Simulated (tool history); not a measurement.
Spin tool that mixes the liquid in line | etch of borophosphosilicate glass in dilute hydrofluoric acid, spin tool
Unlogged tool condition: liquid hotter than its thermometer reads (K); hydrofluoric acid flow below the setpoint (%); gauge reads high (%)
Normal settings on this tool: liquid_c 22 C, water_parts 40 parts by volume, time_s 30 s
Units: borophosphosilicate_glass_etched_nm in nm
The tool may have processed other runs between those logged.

| run | hour | liquid_c | water_parts | time_s | wafers since the last listed run | hours since the thermometer was replaced | hours since the hydrofluoric acid flow meter was replaced | hours since the gauge calibration | read-back film thickness of the borophosphosilicate glass reference wafer, read on the same gauge (nm) | borophosphosilicate_glass_etched_nm |
|---|---|---|---|---|---|---|---|---|---|---|
| 1 | 0 | 22 | 55 | 30 | 0 | 1188.1 | 167.5 | 304.3 | 129.98 | 32.65 |
| 2 | 58.6 | 22 | 55 | 30 | 610 | 1246.7 | 226.1 | 362.9 | 130.01 | 32.29 |
| 3 | 124.2 | 22 | 40 | 30 | 683 | 1312.3 | 291.7 | 428.5 | 129.98 | 45.28 |
| 4 | 181 | 22 | 40 | 30 | 592 | 1369.1 | 348.5 | 485.3 | 130.01 | 45.65 |
| 5 | 223.1 | 23.5 | 30 | 30 | 438 | 1411.2 | 390.6 | 527.4 | 130 | 64.72 |
| 6 | 270.8 | 23.5 | 30 | 30 | 497 | 1458.9 | 438.3 | 575.1 | 129.98 | 64.32 |
| 7 | 326.8 | 23.5 | 30 | 30 | 583 | 1514.9 | 494.3 | 631.1 | 130.02 | 65.01 |
| 8 | 367.6 | 22 | 40 | 30 | 425 | 1555.7 | 535.1 | 671.9 | 129.99 | 45.03 |
| 9 | 400.6 | 22 | 40 | 30 | 343 | 1588.7 | 568.1 | 704.9 | 129.97 | 45.1 |
| 10 | 442.2 | 22 | 50 | 30 | 433 | 1630.3 | 609.7 | 746.5 | 130.03 | 35.3 |
| 11 | 467.4 | 22 | 50 | 30 | 262 | 1655.5 | 634.9 | 771.7 | 130.01 | 35.34 |
| 12 | 534 | 22 | 50 | 30 | 694 | 1722.1 | 701.5 | 838.3 | 129.98 | 34.68 |
| 13 | 587.3 | 18 | 40 | 30 | 555 | 1775.4 | 754.8 | 891.6 | 130.01 | 37.47 |
|  | 591 | gauge calibrated |
| 14 | 651 | 22 | 30 | 30 | 663 | 1839.1 | 818.5 | 60 | 129.97 | 60.22 |
| 15 | 706.7 | 20.5 | 35 | 35 | 580 | 1894.8 | 874.2 | 115.7 | 130.02 | 55.84 |
| 16 | 741.9 | 22 | 40 | 30 | 366 | 1930 | 909.4 | 150.9 | 129.98 | 43.58 |
|  | 787.6 | hydrofluoric acid flow meter replaced |
| 17 | 791.1 | 19.5 | 25 | 40 | 502 | 1979.2 | 3.5 | 200.1 | 130.01 | 95.6 |
|  | 808.2 | thermometer replaced |
| 18 | 856.1 | 22 | 45 | 30 | 667 | 47.9 | 68.5 | 265.1 | 130.02 | 37.67 |
| 19 | 902.4 | 23.5 | 40 | 20 | 482 | 94.2 | 114.8 | 311.4 | 130.04 | 30.62 |
| 20 | 938.6 | 19.5 | 40 | 30 | 377 | 130.4 | 151 | 347.6 | 129.96 | 38.17 |
| 21 | 1000.1 | 24.5 | 40 | 15 | 641 | 191.9 | 212.5 | 409.1 | 129.95 | 24.1 |
| 22 | 1054.9 | 20.5 | 55 | 15 | 571 | 246.7 | 267.3 | 463.9 | 130.02 | 14.22 |
| 23 | 1102.4 | 26 | 40 | 30 | 495 | 294.2 | 314.8 | 511.4 | 129.98 | 50.5 |
| 24 | 1152.9 | 22 | 40 | 30 | 526 | 344.7 | 365.3 | 561.9 | 130.02 | 42.62 |
| 25 | 1188.7 | 18 | 40 | 20 | 373 | 380.5 | 401.1 | 597.7 | 129.96 | 23.69 |
| 26 | 1219.7 | 19.5 | 50 | 20 | 323 | 411.5 | 432.1 | 628.7 | 129.96 | 20.41 |
| 27 | 1274.7 | 22 | 25 | 40 | 573 | 466.5 | 487.1 | 683.7 | 130.02 | 91.93 |
| 28 | 1338.3 | 22 | 25 | 30 | 662 | 530.1 | 550.7 | 747.3 | 130.02 | 68.01 |
| 29 | 1395.3 | 22 | 40 | 30 | 594 | 587.1 | 607.7 | 804.3 | 129.97 | 42.44 |
| 30 | 1449.4 | 25.5 | 50 | 50 | 563 | 641.2 | 661.8 | 858.4 | 130 | 63.28 |
|  | 1499.5 | gauge calibrated |
| 31 | 1517.3 | 22 | 40 | 30 | 707 | 709.1 | 729.7 | 17.8 | 130 | 41.45 |
| 32 | 1557.9 | 22 | 40 | 40 | 423 | 749.7 | 770.3 | 58.4 | 129.98 | 55.89 |
| 33 | 1604.4 | 22 | 40 | 30 | 484 | 796.2 | 816.8 | 104.9 | 130.01 | 41.04 |

Here are 3 independent what-if runs from the current tool condition. What would each one return?
| A | 1604.8 | 22 | 40 | 30 | 4 | 796.6 | 817.2 | 105.3 | ? | ? |
| B | 1604.8 | 22 | 40 | 35 | 4 | 796.6 | 817.2 | 105.3 | ? | ? |
| C | 1604.8 | 17.5 | 50 | 45 | 4 | 796.6 | 817.2 | 105.3 | ? | ? |

| run | read-back film thickness of the borophosphosilicate glass reference wafer, read on the same gauge (nm) | borophosphosilicate_glass_etched_nm |
|---|---|---|
| A | 129.98 | 41.37 |
| B | 129.98 | 48.26 |
| C | 129.98 | 40.51 |
What these runs would have given with no unlogged condition in the tool:
| run | borophosphosilicate_glass_etched_nm |
|---|---|
| A | 43.97 |
| B | 51.3 |
| C | 43.02 |
